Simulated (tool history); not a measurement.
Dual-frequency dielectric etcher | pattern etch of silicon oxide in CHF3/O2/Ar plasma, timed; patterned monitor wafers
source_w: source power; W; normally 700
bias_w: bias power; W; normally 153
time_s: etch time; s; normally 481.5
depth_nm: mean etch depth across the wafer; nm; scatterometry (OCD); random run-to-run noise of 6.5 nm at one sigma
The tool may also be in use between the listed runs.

run,day,source_w,bias_w,time_s,wafers since the last listed run,hours since the last wet clean,hours since the last source power generator calibration,hours since the last bias power generator calibration,hours since the last upper electrode change,hours since the gauge calibration,"read-back reference wafer on the same gauge, depth_nm",depth_nm
1,0,700,153,481.5,0,0.5,1345,1492.2,3736.6,738.9,1160.3,1035.3
2,1.154,700,153,481.5,63,28.2,1372.7,1519.9,3764.3,766.6,1161.9,1041.5
3,4.029,700,164,481.5,157,97.2,1441.7,1588.9,3833.3,835.6,1158.5,1054.2
4,5.675,700,153,481.5,90,136.7,1481.2,1628.4,3872.8,875.1,1157.8,1047.7
5,8.596,700,153,481.5,159,206.8,1551.3,1698.5,3942.9,945.2,1159,1020.4
6,11.012,700,153,481.5,132,264.8,1609.3,1756.5,4000.9,1003.2,1157,1029.6
7,13.767,700,153,481.5,150,330.9,1675.4,1822.6,4067,1069.3,1154,1026.9
8,16.438,700,153,481.5,146,395,1739.5,1886.7,4131.1,1133.4,1152.3,1027.6
# day 17.571: wet clean of the chamber
9,19.033,700,153,481.5,87,35.1,1801.8,1949,4193.4,1195.7,1147.9,1014.2
10,21.742,630,153,481.5,148,100.1,1866.8,2014,4258.4,1260.7,1148.7,999
# day 24.242: bias power generator calibrated
11,24.575,700,153,591.5,145,168.1,1934.8,8,4326.4,1328.7,1146.6,1268.7
12,26.05,580,153,481.5,80,203.5,1970.2,43.4,4361.8,1364.1,1144.8,950.7
13,27.842,580,153,481.5,98,246.5,2013.2,86.4,4404.8,1407.1,1143.6,961.9
14,28.862,580,153,481.5,55,271,2037.7,110.9,4429.3,1431.6,1140.9,948.1
15,31.729,700,153,481.5,156,339.8,2106.5,179.7,4498.1,1500.4,1138.1,1018
# day 35.362: wet clean of the chamber
16,35.383,700,153,481.5,145,0.5,2194.2,267.4,4585.8,1588.1,1134.7,1017.3
17,35.833,610,134,532.5,24,11.3,2205,278.2,4596.6,1598.9,1136.2,1041
# day 41.383: upper electrode replaced
18,41.404,800,163,592.5,250,145,2338.7,411.9,0.5,1732.6,1129.7,1314.5
19,42.592,640,153,353.5,64,173.5,2367.2,440.4,29,1761.1,1126.1,708.9
20,43.729,790,177,481.5,62,200.8,2394.5,467.7,56.3,1788.4,1123,1096
21,45.954,700,153,481.5,121,254.2,2447.9,521.1,109.7,1841.8,1122.1,1009.2
# day 46.012: gauge calibrated
# day 47.446: source power generator calibrated
22,47.575,860,172,577.5,79,293.1,3.1,560,148.6,37.5,1170.2,1379.5
23,49.429,620,153,558.5,101,337.6,47.6,604.5,193.1,82,1165.8,1163.6
# day 50.979: wet clean of the chamber
24,53.779,560,185,625.5,183,67.2,152,708.9,297.5,186.4,1170.1,1295.2
25,56.071,700,153,481.5,125,122.2,207,763.9,352.5,241.4,1166.4,1057.4
26,57.575,700,124,340.5,82,158.3,243.1,800,388.6,277.5,1168.2,707.3
27,60.221,700,153,481.5,144,221.8,306.6,863.5,452.1,341,1168.1,1047.4
28,62.183,810,121,481.5,107,268.9,353.7,910.6,499.2,388.1,1167.5,1037.4
29,64.15,760,153,614.5,107,316.1,400.9,957.8,546.4,435.3,1166.5,1382.3
# day 68.058: wet clean of the chamber
30,68.496,870,170,481.5,183,10.5,505.2,1062.1,650.7,539.6,1165.7,1171.3

3 ways to go on from here, each from the tool as it stands after run 30. What would each give?
A,68.521,700,153,481.5,1,11.1,505.8,1062.7,651.3,540.2,?,?
B,68.521,700,153,541.5,1,11.1,505.8,1062.7,651.3,540.2,?,?
C,68.521,590,186,383.5,1,11.1,505.8,1062.7,651.3,540.2,?,?

run,"read-back reference wafer on the same gauge, depth_nm",depth_nm
A,1166.9,1031.7
B,1166.9,1160.2
C,1166.9,806
What these runs would have given with no unlogged condition in the tool:
run,depth_nm
A,1035.8
B,1164.9
C,809.3

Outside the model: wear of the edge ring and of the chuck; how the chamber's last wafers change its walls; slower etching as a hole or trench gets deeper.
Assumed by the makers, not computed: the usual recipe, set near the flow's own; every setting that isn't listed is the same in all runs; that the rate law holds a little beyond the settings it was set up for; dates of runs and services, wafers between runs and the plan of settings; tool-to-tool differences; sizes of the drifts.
